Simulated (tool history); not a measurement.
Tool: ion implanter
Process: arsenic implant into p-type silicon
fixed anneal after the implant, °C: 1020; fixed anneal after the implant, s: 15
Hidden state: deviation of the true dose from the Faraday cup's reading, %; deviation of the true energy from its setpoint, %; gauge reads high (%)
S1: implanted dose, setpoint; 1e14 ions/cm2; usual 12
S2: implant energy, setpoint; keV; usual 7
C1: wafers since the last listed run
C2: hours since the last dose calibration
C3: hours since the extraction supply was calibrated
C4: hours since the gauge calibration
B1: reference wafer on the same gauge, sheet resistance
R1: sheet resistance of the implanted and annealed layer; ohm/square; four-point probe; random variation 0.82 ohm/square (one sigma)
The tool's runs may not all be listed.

| run | day | S1 | S2 | C1 | C2 | C3 | C4 | B1 | R1 |
|---|---|---|---|---|---|---|---|---|---|
| 1 | 0 | 12 | 7 | 0 | 256.4 | 1023.1 | 1272.6 | 162.4 | 144.96 |
| 2 | 3.583 | 12 | 7 | 1816 | 342.4 | 1109.1 | 1358.6 | 162.24 | 143.91 |
| 3 | 15.325 | 12 | 7 | 5953 | 624.2 | 1390.9 | 1640.4 | 161.91 | 142.4 |
| 4 | 17.962 | 9.82 | 7 | 1337 | 687.5 | 1454.2 | 1703.7 | 161.71 | 156.13 |
| 5 | 22.025 | 12 | 7 | 2059 | 785 | 1551.7 | 1801.2 | 161.46 | 143.54 |
| 6 | 23.983 | 12 | 8 | 992 | 832 | 1598.7 | 1848.2 | 161.28 | 139.6 |
| 7 | 27.208 | 12 | 8 | 1635 | 909.4 | 1676.1 | 1925.6 | 161.22 | 139.72 |
| 8 | 29.742 | 12 | 8 | 1284 | 970.2 | 1736.9 | 1986.4 | 160.91 | 141.27 |
| 9 | 32.862 | 10.82 | 7 | 1582 | 1045.1 | 1811.8 | 2061.3 | 160.9 | 148.23 |
| 10 | 36.892 | 12 | 7 | 2042 | 1141.8 | 1908.5 | 2158 | 160.7 | 142.29 |
| 11 | 39.4 | 12 | 7 | 1271 | 1202 | 1968.7 | 2218.2 | 160.39 | 142 |
| 12 | 43.038 | 13.23 | 7 | 1844 | 1289.3 | 2056 | 2305.5 | 160.09 | 137.31 |
| 13 | 46.996 | 13.23 | 7 | 2006 | 1384.3 | 2151 | 2400.5 | 159.91 | 138.04 |
| 14 | 50.208 | 9.99 | 7 | 1628 | 1461.4 | 2228.1 | 2477.6 | 159.79 | 151.96 |
| 15 | 52.146 | 9.99 | 7 | 982 | 1507.9 | 2274.6 | 2524.1 | 159.46 | 151.8 |
| 16 | 53.662 | 12 | 7 | 768 | 1544.3 | 2311 | 2560.5 | 159.63 | 142.46 |
|  | 56.629 | extraction supply calibrated |
| 17 | 58.104 | 12 | 7 | 2083 | 1650.9 | 35.4 | 2667.1 | 159.1 | 140.54 |
|  | 59.662 | Faraday cup replaced and dose calibrated |
| 18 | 61.233 | 12 | 7 | 1417 | 37.7 | 110.5 | 2742.2 | 158.94 | 141.69 |
| 19 | 63.921 | 9.01 | 6 | 1362 | 102.2 | 175 | 2806.7 | 158.72 | 161.83 |
|  | 66.871 | gauge calibrated |
| 20 | 68.05 | 9.99 | 7 | 2093 | 201.3 | 274.1 | 28.3 | 164.75 | 156.04 |
| 21 | 70.954 | 12 | 7 | 1472 | 271 | 343.8 | 98 | 164.7 | 146.8 |
| 22 | 74.662 | 10.64 | 8 | 1880 | 360 | 432.8 | 187 | 164.62 | 151.89 |
| 23 | 77.429 | 13.85 | 5 | 1402 | 426.4 | 499.2 | 253.4 | 164.97 | 145.29 |
| 24 | 87.612 | 14.95 | 7 | 5163 | 670.8 | 743.6 | 497.8 | 164.77 | 137.16 |
| 25 | 90.483 | 13.33 | 7.5 | 1455 | 739.7 | 812.5 | 566.7 | 164.56 | 140.33 |
| 26 | 94.679 | 9.66 | 9.5 | 2127 | 840.4 | 913.2 | 667.4 | 164.57 | 152.82 |
| 27 | 99.042 | 12 | 7 | 2211 | 945.1 | 1017.9 | 772.1 | 164.45 | 144.73 |
| 28 | 100.633 | 14.29 | 7 | 807 | 983.3 | 1056.1 | 810.3 | 164.42 | 138.76 |
| 29 | 103.65 | 14.87 | 9 | 1529 | 1055.7 | 1128.5 | 882.7 | 164.41 | 130.99 |
| 30 | 107.088 | 12 | 7 | 1742 | 1138.2 | 1211 | 965.2 | 164.4 | 145.37 |
| 31 | 110.425 | 12 | 7 | 1692 | 1218.3 | 1291.1 | 1045.3 | 164.26 | 146.3 |
| 32 | 111.95 | 9.03 | 9 | 773 | 1254.9 | 1327.7 | 1081.9 | 164.1 | 160.99 |
| 33 | 115.392 | 12 | 5.5 | 1744 | 1337.5 | 1410.3 | 1164.5 | 164.13 | 149.51 |
| 34 | 118.083 | 12 | 7 | 1364 | 1402.1 | 1474.9 | 1229.1 | 163.87 | 145.5 |
| 35 | 120.271 | 8.92 | 5.5 | 1109 | 1454.6 | 1527.4 | 1281.6 | 163.69 | 167.78 |
| 36 | 124.425 | 15.39 | 5 | 2106 | 1554.3 | 1627.1 | 1381.3 | 163.61 | 140.01 |
| 37 | 128.075 | 12.92 | 8.5 | 1850 | 1641.9 | 1714.7 | 1468.9 | 163.41 | 138.3 |

4 ways to go on from here, each from the tool as it stands after run 37. What would each give?
| A | 128.092 | 12 | 7 | 8 | 1642.3 | 1715.1 | 1469.3 | ? | ? |
| B | 128.092 | 14.07 | 6 | 8 | 1642.3 | 1715.1 | 1469.3 | ? | ? |
| C | 128.092 | 14.09 | 5 | 8 | 1642.3 | 1715.1 | 1469.3 | ? | ? |
| D | 128.092 | 9.78 | 5 | 8 | 1642.3 | 1715.1 | 1469.3 | ? | ? |

| run | B1 | R1 |
|---|---|---|
| A | 163.55 | 145.18 |
| B | 163.55 | 140.54 |
| C | 163.55 | 143.59 |
| D | 163.55 | 163.13 |
Without the tool's hidden state the same runs would have given:
| run | R1 |
|---|---|
| A | 145.61 |
| B | 140.96 |
| C | 144.02 |
| D | 163.63 |
